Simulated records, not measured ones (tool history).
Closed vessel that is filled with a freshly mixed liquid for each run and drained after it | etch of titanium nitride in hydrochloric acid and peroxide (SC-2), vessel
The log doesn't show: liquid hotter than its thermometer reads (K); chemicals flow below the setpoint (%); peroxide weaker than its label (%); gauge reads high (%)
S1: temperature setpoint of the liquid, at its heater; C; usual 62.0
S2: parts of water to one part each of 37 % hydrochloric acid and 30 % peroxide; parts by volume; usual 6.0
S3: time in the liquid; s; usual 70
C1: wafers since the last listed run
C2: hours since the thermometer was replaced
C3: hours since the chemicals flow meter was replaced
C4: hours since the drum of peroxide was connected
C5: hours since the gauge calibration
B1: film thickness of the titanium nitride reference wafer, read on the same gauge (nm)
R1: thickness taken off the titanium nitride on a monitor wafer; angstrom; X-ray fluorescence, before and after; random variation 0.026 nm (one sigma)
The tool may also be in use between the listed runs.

run	hour	S1	S2	S3	C1	C2	C3	C4	C5	B1	R1
1	0.0	55.5	4.0	70	0	762.9	1079.3	504.8	936.5	150.03	49.1
2	16.6	55.5	4.0	70	1818	779.5	1095.9	521.4	953.1	150.01	48.9
3	48.3	55.5	4.0	70	3473	811.2	1127.6	553.1	984.8	150.04	49.2
# hour 50.7: gauge calibrated
4	73.9	62.0	6.0	45	2804	836.8	1153.2	578.7	23.2	150.02	35.5
5	89.3	62.0	6.0	45	1687	852.2	1168.6	594.1	38.6	149.99	36.0
# hour 124.7: thermometer replaced
6	125.1	62.0	5.5	70	3812	0.4	1204.4	629.9	74.4	150.02	59.6
7	141.7	62.0	5.5	70	1818	17.0	1221.0	646.5	91.0	149.96	59.1
8	154.2	55.5	6.0	70	1369	29.5	1233.5	659.0	103.5	149.99	37.2
9	182.8	55.5	6.0	70	3133	58.1	1262.1	687.6	132.1	149.99	36.9
10	195.7	62.0	6.0	45	1413	71.0	1275.0	700.5	145.0	150.00	35.8
11	226.9	62.0	6.0	70	3418	102.2	1306.2	731.7	176.2	149.97	55.3
12	255.8	70.0	4.0	50	3166	131.1	1335.1	760.6	205.1	150.00	85.3
13	281.8	57.5	6.0	70	2848	157.1	1361.1	786.6	231.1	150.05	42.2
# hour 296.2: new drum of peroxide connected
14	296.7	62.0	6.0	70	1522	172.0	1376.0	0.5	246.0	149.99	55.7

Run 15 comes next. What will it give?
15	308.2	62.0	4.0	100	1259	183.5	1387.5	12.0	257.5	?	?

B1: 150.01
R1: 105.8 angstrom
Without the tool's hidden state the same run would have given R1 105.8 angstrom.
